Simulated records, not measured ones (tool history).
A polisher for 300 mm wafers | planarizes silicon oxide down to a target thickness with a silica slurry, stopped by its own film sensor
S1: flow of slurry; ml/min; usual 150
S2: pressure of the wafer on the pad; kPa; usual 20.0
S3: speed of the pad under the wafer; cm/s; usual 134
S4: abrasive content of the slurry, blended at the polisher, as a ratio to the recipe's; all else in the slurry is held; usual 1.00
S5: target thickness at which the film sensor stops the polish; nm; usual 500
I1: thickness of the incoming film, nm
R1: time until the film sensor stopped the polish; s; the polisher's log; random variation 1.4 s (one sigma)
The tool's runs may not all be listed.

run,hour,S1,S2,S3,S4,S5,I1,R1
1,0.0,150,20.0,134,1.00,500,746.2,86.7
# hour 42.4: slurry nozzle cleaned
2,47.5,150,20.0,134,1.00,500,748.5,86.8
3,99.2,150,20.0,134,1.00,500,746.9,86.5
# hour 128.2: slurry blender recalibrated
# hour 134.2: worn pad replaced by a new one
4,166.2,150,20.0,134,1.00,500,740.7,83.4
5,210.8,150,20.0,134,1.00,500,755.0,88.0
# hour 317.5: worn pad replaced by a new one
6,329.1,150,20.0,170,1.00,500,751.5,71.6
# hour 347.3: head pressure recalibrated
7,368.8,150,20.0,170,1.00,500,751.5,81.8
# hour 412.3: conditioning disc replaced and pad reconditioned
8,497.5,150,20.0,170,1.00,500,744.9,77.0
# hour 511.6: slurry blender recalibrated
9,525.0,150,20.0,134,1.00,500,757.2,93.2
# hour 544.8: worn pad replaced by a new one
10,561.4,150,20.0,134,1.00,500,746.2,87.9
11,625.5,150,20.0,94,1.00,500,738.2,112.1
12,679.9,180,22.8,134,1.30,500,754.1,73.5
13,737.6,150,20.0,134,1.00,500,746.3,89.5
# hour 776.0: worn pad replaced by a new one
14,776.5,150,20.0,134,1.00,500,753.5,91.4
# hour 793.0: conditioning disc replaced and pad reconditioned
15,805.3,150,17.2,152,1.15,428,761.7,121.2
# hour 821.9: slurry blender recalibrated
# hour 839.6: slurry nozzle cleaned
16,861.9,105,17.9,134,1.00,500,756.6,110.7
17,925.5,150,20.0,134,1.00,500,739.4,83.9
18,975.9,150,15.9,134,1.30,500,742.7,98.9
# hour 987.3: worn pad replaced by a new one
19,1018.1,120,17.2,180,1.00,532,745.0,74.3
20,1071.1,150,20.0,134,1.00,500,750.0,89.0

5 ways to go on from here, each from the tool as it stands after run 20. What would each give?
A,1071.6,150,20.0,134,1.00,559,758.6,?
B,1071.6,175,20.0,134,1.30,464,758.6,?
C,1071.6,150,16.5,134,1.00,566,758.6,?
D,1071.6,185,23.4,134,0.75,500,758.6,?
E,1071.6,135,24.1,110,1.00,469,758.6,?

run,R1
A,70.2
B,93.6
C,81.0
D,82.2
E,99.4
Without the tool's hidden state the same runs would have given:
run,R1
A,74.1
B,98.7
C,85.4
D,86.8
E,104.9

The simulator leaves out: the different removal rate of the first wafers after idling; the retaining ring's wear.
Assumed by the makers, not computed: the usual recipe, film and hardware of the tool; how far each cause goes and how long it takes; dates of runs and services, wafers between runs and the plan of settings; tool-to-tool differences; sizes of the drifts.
